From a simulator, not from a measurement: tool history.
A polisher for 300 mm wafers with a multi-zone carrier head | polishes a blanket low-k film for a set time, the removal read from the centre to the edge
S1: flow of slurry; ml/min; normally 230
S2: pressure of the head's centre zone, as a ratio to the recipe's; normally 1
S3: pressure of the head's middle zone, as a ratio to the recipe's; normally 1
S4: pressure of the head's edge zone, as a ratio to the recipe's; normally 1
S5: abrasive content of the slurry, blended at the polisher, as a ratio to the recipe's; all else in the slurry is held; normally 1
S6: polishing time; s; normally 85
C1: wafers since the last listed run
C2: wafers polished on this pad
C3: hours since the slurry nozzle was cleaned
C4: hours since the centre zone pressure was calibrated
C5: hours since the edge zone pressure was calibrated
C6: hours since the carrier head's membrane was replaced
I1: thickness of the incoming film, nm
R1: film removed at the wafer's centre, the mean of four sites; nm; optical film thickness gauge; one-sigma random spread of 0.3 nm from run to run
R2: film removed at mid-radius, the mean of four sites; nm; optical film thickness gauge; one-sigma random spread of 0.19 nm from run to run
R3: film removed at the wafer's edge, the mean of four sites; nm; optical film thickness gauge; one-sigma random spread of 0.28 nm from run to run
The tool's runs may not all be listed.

run	day	S1	S2	S3	S4	S5	S6	C1	C2	C3	C4	C5	C6	I1	R1	R2	R3
1	0	230	1	1	1	1	85	0	1143	772.6	975.6	279.5	1094.4	317.8	26.1	25.7	26.2
2	0.279	230	1	1	1	1	85	83	1227	779.3	982.3	286.2	1101.1	323.8	26	25.4	26.1
# day 0.638: worn pad replaced by a new one
3	0.658	230	1	1	1	1	85	63	6	788.4	991.4	295.3	1110.2	320.8	27.6	26.9	27.2
4	0.958	230	1	1	1	1	85	90	96	795.6	998.6	302.5	1117.4	314.2	26.8	26.7	27.1
5	1.412	230	1	1	1	1	85	136	233	806.5	1009.5	313.4	1128.3	320.3	27	26.5	27.4
6	1.888	230	1	1	1	1	85	142	375	817.9	1020.9	324.8	1139.7	323.5	26.9	26.2	27.3
7	2.292	165	1	1	1	1	85	121	496	827.6	1030.6	334.5	1149.4	320.6	25.6	25	25.7
8	2.858	165	1	1	1	1	85	170	667	841.2	1044.2	348.1	1163	317.4	24.5	24.5	25.9
9	3.258	230	1	0.91	1	1	85	120	787	850.8	1053.8	357.7	1172.6	316.6	26.1	23.8	27.2
10	3.696	195	1.07	1.08	1	0.75	85	131	918	861.3	1064.3	368.2	1183.1	323.3	20.9	20.7	19.9
# day 3.929: carrier head's membrane replaced by a new one
11	3.992	310	1	1.03	1	1.25	93	26	944	868.4	1071.4	375.3	1.5	325.3	33.9	34	33.4
12	4.358	160	0.9	0.94	1	1	107	110	1054	877.2	1080.2	384.1	10.3	323.8	27.9	28.4	31.2
13	4.646	230	1.08	1	0.95	1.15	85	86	1140	884.1	1087.1	391	17.2	320.3	30.2	27.9	27.4
# day 4.95: edge zone pressure recalibrated
# day 5.362: worn pad replaced by a new one
14	5.383	230	1	1	1	1	85	146	6	901.8	1104.8	10.4	34.9	319.9	27.4	27.3	27.5
15	5.975	230	1	1	1.08	1	85	177	184	916	1119	24.6	49.1	317.6	27.5	26.5	28.6
# day 6.5: centre zone pressure recalibrated
16	6.525	190	0.91	1	1	0.9	85	140	324	929.2	0.6	37.8	62.3	322.2	22.2	24.1	24.7
# day 6.717: slurry nozzle cleaned
17	7.167	230	1.03	0.95	1	1	85	180	504	10.8	16	53.2	77.7	322.6	28.2	25.4	26.9
18	7.888	230	1	1	1	1	85	216	720	28.1	33.3	70.5	95	318.2	26.5	26.3	27.2
19	8.875	295	1	1	1	1	63	296	1016	51.8	57	94.2	118.7	320.2	20.4	19.7	19.8

Difference, measured minus no-hidden-state, one row per run. Run-to-run variation is common to both terms; the gauge's own scatter need not be:
Hidden conditions of the tool in this case: removal rate lost through wear of the pad, %; slurry flow missing at the pad, %; deviation of the centre zone's pressure from its setpoint, %; deviation of the edge zone's pressure from its setpoint, %.
run	R1	R2	R3
1	-1.6	-1.5	-1.6
2	-1.7	-1.7	-1.7
3	-0.5	-0.4	-0.4
4	-0.5	-0.5	-0.5
5	-0.7	-0.7	-0.8
6	-0.9	-0.9	-0.9
7	-1	-1	-1
8	-1.2	-1.2	-1.2
9	-1.4	-1.3	-1.5
10	-1.3	-1.3	-1.2
11	-2.2	-2.3	-2.1
12	-2	-2	-2.2
13	-2.3	-2.1	-2.1
14	-0.2	-0.2	-0.2
15	-0.4	-0.5	-0.5
16	-0.5	-0.6	-0.6
17	-0.9	-0.8	-0.9
18	-1.2	-1.2	-1.2
19	-1.2	-1.1	-1.2

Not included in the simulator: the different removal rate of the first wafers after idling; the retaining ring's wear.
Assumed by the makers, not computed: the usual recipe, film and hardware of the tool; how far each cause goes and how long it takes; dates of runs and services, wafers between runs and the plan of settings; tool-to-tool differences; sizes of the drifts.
